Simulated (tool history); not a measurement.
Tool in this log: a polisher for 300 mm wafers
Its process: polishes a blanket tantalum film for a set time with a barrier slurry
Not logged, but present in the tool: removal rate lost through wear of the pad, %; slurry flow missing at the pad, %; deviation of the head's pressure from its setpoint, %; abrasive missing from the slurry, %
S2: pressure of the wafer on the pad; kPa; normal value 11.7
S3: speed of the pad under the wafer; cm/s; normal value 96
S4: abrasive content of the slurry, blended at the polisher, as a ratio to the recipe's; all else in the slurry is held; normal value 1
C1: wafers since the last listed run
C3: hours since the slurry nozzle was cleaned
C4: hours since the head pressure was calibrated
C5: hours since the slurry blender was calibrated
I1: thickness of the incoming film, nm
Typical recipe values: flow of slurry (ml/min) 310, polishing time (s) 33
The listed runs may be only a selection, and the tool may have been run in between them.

Run 1, hour 0: usual settings; C1 0; wafers polished on this pad 541; C3 650.7; C4 18.5; C5 121.1; I1 427.8. Result: film removed (nm) 43.2.
Run 2, hour 11.7: usual settings; C1 82; wafers polished on this pad 624; C3 662.4; C4 30.2; C5 132.8; I1 432.2. Result: film removed (nm) 41.8.
Run 3, hour 25: usual settings; C1 93; wafers polished on this pad 717; C3 675.7; C4 43.5; C5 146.1; I1 434.1. Result: film removed (nm) 42.1.
At hour 35.4: slurry blender recalibrated.
Run 4, hour 35.9: usual settings; C1 62; wafers polished on this pad 780; C3 686.6; C4 54.4; C5 0.5; I1 422.2. Result: film removed (nm) 45.1.
Run 5, hour 41.3: usual settings but polishing time (s) 30; C1 38; wafers polished on this pad 819; C3 692; C4 59.8; C5 5.9; I1 432.1. Result: film removed (nm) 41.3.
Run 6, hour 50.1: usual settings but polishing time (s) 30; C1 62; wafers polished on this pad 881; C3 700.8; C4 68.6; C5 14.7; I1 437.3. Result: film removed (nm) 40.7.
Run 7, hour 61.8: usual settings; C1 82; wafers polished on this pad 963; C3 712.5; C4 80.3; C5 26.4; I1 430.6. Result: film removed (nm) 45.6.
Run 8, hour 69.7: usual settings; C1 55; wafers polished on this pad 1019; C3 720.4; C4 88.2; C5 34.3; I1 424.1. Result: film removed (nm) 45.3.
Run 9, hour 76.9: usual settings but flow of slurry (ml/min) 410, S3 64 cm/s, S4 0.85; C1 50; wafers polished on this pad 1070; C3 727.6; C4 95.4; C5 41.5; I1 432. Result: film removed (nm) 29.7.
At hour 89.8: slurry nozzle cleaned.
Run 10, hour 90.3: usual settings; C1 87; wafers polished on this pad 1158; C3 0.5; C4 108.8; C5 54.9; I1 437.8. Result: film removed (nm) 44.1.
Run 11, hour 100.4: usual settings but S3 108 cm/s, polishing time (s) 24; C1 71; wafers polished on this pad 1229; C3 10.6; C4 118.9; C5 65; I1 436.5. Result: film removed (nm) 35.1.
Run 12, hour 107.2: usual settings but S2 15.9 kPa, polishing time (s) 42; C1 48; wafers polished on this pad 1277; C3 17.4; C4 125.7; C5 71.8; I1 432.2. Result: film removed (nm) 75.1.
Run 13, hour 114.8: usual settings; C1 53; wafers polished on this pad 1331; C3 25; C4 133.3; C5 79.4; I1 425.1. Result: film removed (nm) 42.9.
At hour 125.4: worn pad replaced by a new one.
Run 14, hour 125.9: usual settings but flow of slurry (ml/min) 400, S2 13.8 kPa, S4 1.25; C1 50; wafers polished on this pad 3; C3 36.1; C4 144.4; C5 90.5; I1 436.5. Result: film removed (nm) 57.5.
Run 15, hour 135.4: usual settings but flow of slurry (ml/min) 355, S2 13.8 kPa, S3 116 cm/s, polishing time (s) 40; C1 67; wafers polished on this pad 70; C3 45.6; C4 153.9; C5 100; I1 425.6. Result: film removed (nm) 71.7.
Run 16, hour 148: usual settings; C1 89; wafers polished on this pad 159; C3 58.2; C4 166.5; C5 112.6; I1 426.2. Result: film removed (nm) 42.
Run 17, hour 156.8: usual settings but flow of slurry (ml/min) 355, S2 13.8 kPa, S3 116 cm/s, polishing time (s) 40; C1 62; wafers polished on this pad 221; C3 67; C4 175.3; C5 121.4; I1 431.1. Result: film removed (nm) 72.
Run 18, hour 172.7: usual settings; C1 112; wafers polished on this pad 334; C3 82.9; C4 191.2; C5 137.3; I1 426.8. Result: film removed (nm) 42.2.
At hour 180.5: slurry blender recalibrated.
Run 19, hour 186.2: usual settings; C1 81; wafers polished on this pad 415; C3 96.4; C4 204.7; C5 5.7; I1 436.3. Result: film removed (nm) 45.7.
Run 20, hour 194.3: usual settings; C1 57; wafers polished on this pad 472; C3 104.5; C4 212.8; C5 13.8; I1 424.9. Result: film removed (nm) 45.8.
Run 21, hour 209.7: usual settings but flow of slurry (ml/min) 260, S2 9 kPa; C1 108; wafers polished on this pad 581; C3 119.9; C4 228.2; C5 29.2; I1 432.3. Result: film removed (nm) 34.1.
Run 22, hour 221.3: usual settings but flow of slurry (ml/min) 380; C1 81; wafers polished on this pad 663; C3 131.5; C4 239.8; C5 40.8; I1 425.1. Result: film removed (nm) 45.5.
Run 23, hour 230.1: usual settings but flow of slurry (ml/min) 245, S4 0.8, polishing time (s) 23; C1 62; wafers polished on this pad 725; C3 140.3; C4 248.6; C5 49.6; I1 421.9. Result: film removed (nm) 26.6.
Run 24, hour 246.1: usual settings but S2 7.6 kPa; C1 113; wafers polished on this pad 838; C3 156.3; C4 264.6; C5 65.6; I1 423.7. Result: film removed (nm) 28.7.
Run 25, hour 256.6: usual settings; C1 74; wafers polished on this pad 912; C3 166.8; C4 275.1; C5 76.1; I1 426.5. Result: film removed (nm) 43.8.
Run 26, hour 301.1: usual settings but S3 76 cm/s; C1 314; wafers polished on this pad 1227; C3 211.3; C4 319.6; C5 120.6; I1 433.4. Result: film removed (nm) 35.3.
Run 27, hour 310.3: usual settings but S3 80 cm/s, S4 1.25, polishing time (s) 42; C1 65; wafers polished on this pad 1292; C3 220.5; C4 328.8; C5 129.8; I1 437.2. Result: film removed (nm) 52.8.
At hour 314.8: worn pad replaced by a new one.
Run 28, hour 324: usual settings but flow of slurry (ml/min) 370, S2 9 kPa; C1 68; wafers polished on this pad 64; C3 234.2; C4 342.5; C5 143.5; I1 424.3. Result: film removed (nm) 32.8.
At hour 335.3: slurry blender recalibrated.
Run 29, hour 339.5: usual settings but flow of slurry (ml/min) 340, S2 14.5 kPa, S3 122 cm/s, polishing time (s) 42; C1 95; wafers polished on this pad 160; C3 249.7; C4 358; C5 4.2; I1 435.8. Result: film removed (nm) 88.5.
Run 30, hour 346.4: usual settings but flow of slurry (ml/min) 240, polishing time (s) 30; C1 48; wafers polished on this pad 208; C3 256.6; C4 364.9; C5 11.1; I1 428.3. Result: film removed (nm) 40.6.
Run 31, hour 363.3: usual settings but S2 14.5 kPa, S4 1.1, polishing time (s) 41; C1 119; wafers polished on this pad 328; C3 273.5; C4 381.8; C5 28; I1 432.8. Result: film removed (nm) 71.7.

For each run, the measured value with the value that run would have given without the tool's hidden condition subtracted. The run-to-run variation is shared by both, the gauge scatter possibly not:
run  film removed (nm)
  1               -2.8
  2                 -3
  3               -3.4
  4               -0.5
  5               -0.6
  6               -0.8
  7               -1.1
  8               -1.3
  9               -1.2
 10               -1.7
 11               -1.6
 12               -3.7
 13               -2.3
 14               -2.6
 15               -4.7
 16               -3.1
 17               -5.8
 18               -3.8
 19               -0.2
 20               -0.4
 21               -0.5
 22                 -1
 23               -0.8
 24               -0.9
 25               -1.7
 26               -2.3
 27               -2.8
 28               -2.6
 29               -0.3
 30               -0.2
 31               -0.9
